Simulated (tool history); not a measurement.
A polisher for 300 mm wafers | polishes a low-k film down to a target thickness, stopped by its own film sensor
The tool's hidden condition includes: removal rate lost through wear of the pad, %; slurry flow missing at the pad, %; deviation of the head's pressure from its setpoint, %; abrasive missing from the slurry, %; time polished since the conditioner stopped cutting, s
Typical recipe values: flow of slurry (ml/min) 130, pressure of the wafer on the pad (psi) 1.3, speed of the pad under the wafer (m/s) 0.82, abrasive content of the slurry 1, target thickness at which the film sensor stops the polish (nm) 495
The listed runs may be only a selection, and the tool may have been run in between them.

run    hour  flow of slurry (ml/min)  pressure of the wafer on the pad (psi)  speed of the pad under the wafer (m/s)  abrasive content of the slurry  target thickness at which the film sensor stops the polish (nm)  wafers since the last listed run  wafers polished on this pad  hours since the slurry nozzle was cleaned  hours since the head pressure was calibrated  hours since the slurry blender was calibrated  hours since the conditioning disc was replaced  incoming thickness of the incoming film, nm  time until the film sensor stopped the polish (s)
  1       0                      130                                     1.3                                    0.82                               1                                                              495                                 0                         1595                                      389.1                                         583.4                                          442.8                                            95.5                                        528.8                                              139.4
        2.4  -- head pressure recalibrated
          7  -- slurry blender recalibrated
       19.1  -- slurry nozzle cleaned
  2    44.1                      130                                     1.3                                    0.92                               1                                                              495                               408                         2003                                         25                                          41.7                                           37.1                                           139.6                                        524.7                                              114.5
      126.6  -- worn pad replaced by a new one
  3   138.1                      130                                     1.3                                    0.92                               1                                                              495                               940                          120                                        119                                         135.7                                          131.1                                           233.6                                        514.1                                               73.8
  4   189.7                      130                                     1.3                                    0.92                               1                                                              495                               539                          659                                      170.6                                         187.3                                          182.7                                           285.2                                        524.4                                              116.5
      208.4  -- conditioning disc replaced and pad reconditioned
  5   290.4                      130                                     1.1                                    0.82                               1                                                              495                              1031                         1690                                      271.3                                           288                                          283.4                                              82                                        527.6                                              146.6
  6     356                      150                                     1.3                                    0.82                               1                                                              495                               685                         2376                                      336.9                                         353.6                                            349                                           147.6                                        523.9                                                116
      378.8  -- worn pad replaced by a new one
  7   408.8                      130                                       1                                    0.82                            1.05                                                              495                               509                          313                                      389.7                                         406.4                                          401.8                                           200.4                                        523.4                                                135
      469.8  -- slurry blender recalibrated
  8   477.6                      130                                       1                                    0.82                            1.05                                                              495                               697                         1011                                      458.5                                         475.2                                            7.8                                           269.2                                        517.2                                              107.1
      495.8  -- head pressure recalibrated
      514.5  -- slurry nozzle cleaned
      515.4  -- conditioning disc replaced and pad reconditioned
  9   582.5                      130                                       1                                    0.82                            1.05                                                              495                              1054                         2066                                         68                                          86.7                                          112.7                                            67.1                                        528.3                                              156.1
      653.5  -- worn pad replaced by a new one
 10   675.9                      130                                     1.5                                    0.82                               1                                                              495                               934                          233                                      161.4                                         180.1                                          206.1                                           160.5                                        520.5                                              100.3
 11   744.6                      140                                     1.3                                    0.66                               1                                                              495                               717                          951                                      230.1                                         248.8                                          274.8                                           229.2                                        514.5                                                 92
      809.9  -- conditioning disc replaced and pad reconditioned
 12   819.1                      130                                     1.3                                    0.82                               1                                                              495                               757                         1709                                      304.6                                         323.3                                          349.3                                             9.2                                        519.6                                               94.9
 13     867                      130                                     1.3                                    0.82                               1                                                              495                               500                         2209                                      352.5                                         371.2                                          397.2                                            57.1                                        517.7                                               90.5
      914.9  -- worn pad replaced by a new one
      929.3  -- slurry blender recalibrated
 14   970.5                      130                                     1.1                                    0.82                               1                                                              495                              1018                          560                                        456                                         474.7                                           41.2                                           160.6                                          520                                              115.9
      974.7  -- head pressure recalibrated
     1019.1  -- slurry nozzle cleaned
 15  1030.8                      130                                     1.7                                    0.82                               1                                                              490                               598                         1159                                       11.7                                          56.1                                          101.5                                           220.9                                        514.5                                               87.2
       1069  -- conditioning disc replaced and pad reconditioned
 16  1085.7                      160                                     1.3                                    0.82                            0.75                                                              488                               552                         1711                                       66.6                                           111                                          156.4                                            16.7                                        518.5                                              127.1
 17  1129.4                      160                                     0.8                                    0.82                             1.1                                                              491                               456                         2168                                      110.3                                         154.7                                          200.1                                            60.4                                        512.7                                              109.3
     1155.1  -- worn pad replaced by a new one
 18  1233.4                      130                                     0.9                                    0.82                               1                                                              502                              1044                          818                                      214.3                                         258.7                                          304.1                                           164.4                                        515.8                                               71.9
 19  1312.7                      130                                     1.3                                    0.82                               1                                                              491                               828                         1647                                      293.6                                           338                                          383.4                                           243.7                                        514.9                                                102
 20  1356.8                       90                                     1.3                                    0.82                             1.1                                                              495                               460                         2108                                      337.7                                         382.1                                          427.5                                           287.8                                        514.5                                               85.5

Consider 3 possible next runs. They are alternatives, not a sequence: every one starts from the tool as it was left by run 20. What does each give?
  A  1357.3                      145                                     1.3                                    0.82                               1                                                              495                                 5                         2113                                      338.2                                         382.6                                            428                                           288.3                                          516                                                  ?
  B  1357.3                      130                                     0.9                                    0.82                            0.75                                                              488                                 5                         2113                                      338.2                                         382.6                                            428                                           288.3                                          516                                                  ?
  C  1357.3                      130                                     1.3                                    0.72                            1.25                                                              495                                 5                         2113                                      338.2                                         382.6                                            428                                           288.3                                          516                                                  ?

run  time until the film sensor stopped the polish (s)
  A                                               87.2
  B                                              161.9
  C                                               89.2
Had the tool no hidden state, the same runs would have come out as:
run  time until the film sensor stopped the polish (s)
  A                                               77.7
  B                                              146.9
  C                                               80.2
